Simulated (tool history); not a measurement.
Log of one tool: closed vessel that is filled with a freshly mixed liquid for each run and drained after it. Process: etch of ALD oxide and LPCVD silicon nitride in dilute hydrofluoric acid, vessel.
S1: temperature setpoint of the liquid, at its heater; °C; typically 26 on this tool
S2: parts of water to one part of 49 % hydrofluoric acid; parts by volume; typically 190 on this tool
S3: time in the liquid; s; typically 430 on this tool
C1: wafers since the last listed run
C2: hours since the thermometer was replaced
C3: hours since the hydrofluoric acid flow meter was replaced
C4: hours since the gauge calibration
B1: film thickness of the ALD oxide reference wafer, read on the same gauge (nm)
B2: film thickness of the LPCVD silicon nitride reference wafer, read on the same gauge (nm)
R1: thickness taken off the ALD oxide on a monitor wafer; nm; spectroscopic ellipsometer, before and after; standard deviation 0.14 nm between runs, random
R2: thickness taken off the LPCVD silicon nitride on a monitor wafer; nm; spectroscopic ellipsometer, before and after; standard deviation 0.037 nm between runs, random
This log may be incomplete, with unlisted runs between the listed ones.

run 1 hour=0 | S1=26 S2=190 S3=285 | C1=0 C2=1582.6 C3=678.4 C4=165.3 | B1=119.97 B2=120.02 | R1=14.68 R2=0.772
run 2 hour=36 | S1=26 S2=190 S3=285 | C1=2028 C2=1618.6 C3=714.4 C4=201.3 | B1=120.04 B2=120.022 | R1=14.58 R2=0.85
run 3 hour=81.7 | S1=26 S2=190 S3=430 | C1=2574 C2=1664.3 C3=760.1 C4=247 | B1=120.02 B2=120.007 | R1=21.95 R2=1.195
run 4 hour=118.5 | S1=26 S2=190 S3=430 | C1=2073 C2=1701.1 C3=796.9 C4=283.8 | B1=119.99 B2=119.965 | R1=21.99 R2=1.207
run 5 hour=164.9 | S1=22.5 S2=190 S3=430 | C1=2613 C2=1747.5 C3=843.3 C4=330.2 | B1=119.97 B2=120.037 | R1=19.3 R2=0.977
run 6 hour=228.9 | S1=26 S2=190 S3=430 | C1=3605 C2=1811.5 C3=907.3 C4=394.2 | B1=119.95 B2=120.002 | R1=22.04 R2=1.283
run 7 hour=283 | S1=26 S2=190 S3=430 | C1=3047 C2=1865.6 C3=961.4 C4=448.3 | B1=119.96 B2=119.95 | R1=21.72 R2=1.191
run 8 hour=333.7 | S1=29 S2=125 S3=430 | C1=2856 C2=1916.3 C3=1012.1 C4=499 | B1=120.02 B2=119.988 | R1=40.27 R2=2.255
run 9 hour=380.3 | S1=26 S2=190 S3=285 | C1=2625 C2=1962.9 C3=1058.7 C4=545.6 | B1=120 B2=119.976 | R1=14.55 R2=0.811
-- hour=388.1 hydrofluoric acid flow meter replaced
-- hour=409.6 gauge calibrated
run 10 hour=414.7 | S1=22.5 S2=100 S3=605 | C1=1881 C2=1997.3 C3=26.6 C4=5.1 | B1=120.01 B2=120.041 | R1=57.17 R2=2.623
-- hour=441.9 thermometer replaced
run 11 hour=452.2 | S1=24 S2=265 S3=685 | C1=2056 C2=10.3 C3=64.1 C4=42.6 | B1=119.95 B2=120.008 | R1=21.44 R2=1.222
run 12 hour=482.2 | S1=22 S2=190 S3=195 | C1=1690 C2=40.3 C3=94.1 C4=72.6 | B1=120.02 B2=119.978 | R1=8.49 R2=0.409
run 13 hour=533.1 | S1=26 S2=270 S3=180 | C1=2867 C2=91.2 C3=145 C4=123.5 | B1=120.02 B2=119.992 | R1=5.99 R2=0.367
run 14 hour=570.8 | S1=29.5 S2=190 S3=430 | C1=2123 C2=128.9 C3=182.7 C4=161.2 | B1=119.98 B2=119.976 | R1=24.71 R2=1.455

Here are 5 independent what-if runs from the current tool condition. What would each one return?
run A hour=571.6 | S1=24 S2=190 S3=430 | C1=45 C2=129.7 C3=183.5 C4=162 | B1=? B2=? | R1=? R2=?
run B hour=571.6 | S1=26 S2=190 S3=275 | C1=45 C2=129.7 C3=183.5 C4=162 | B1=? B2=? | R1=? R2=?
run C hour=571.6 | S1=26 S2=190 S3=325 | C1=45 C2=129.7 C3=183.5 C4=162 | B1=? B2=? | R1=? R2=?
run D hour=571.6 | S1=26 S2=165 S3=430 | C1=45 C2=129.7 C3=183.5 C4=162 | B1=? B2=? | R1=? R2=?
run E hour=571.6 | S1=28 S2=155 S3=430 | C1=45 C2=129.7 C3=183.5 C4=162 | B1=? B2=? | R1=? R2=?

run=A B1=120.01 B2=119.995 R1=20.09 R2=1.051
run=B B1=120.01 B2=119.995 R1=13.83 R2=0.763
run=C B1=120.01 B2=119.995 R1=16.35 R2=0.901
run=D B1=120.01 B2=119.995 R1=25.64 R2=1.373
run=E B1=120.01 B2=119.995 R1=29.73 R2=1.657
With the hidden condition removed and each run's random variation left untouched, the same runs would have given:
run=A R1=20.09 R2=1.051
run=B R1=13.83 R2=0.763
run=C R1=16.35 R2=0.901
run=D R1=25.64 R2=1.373
run=E R1=29.73 R2=1.657

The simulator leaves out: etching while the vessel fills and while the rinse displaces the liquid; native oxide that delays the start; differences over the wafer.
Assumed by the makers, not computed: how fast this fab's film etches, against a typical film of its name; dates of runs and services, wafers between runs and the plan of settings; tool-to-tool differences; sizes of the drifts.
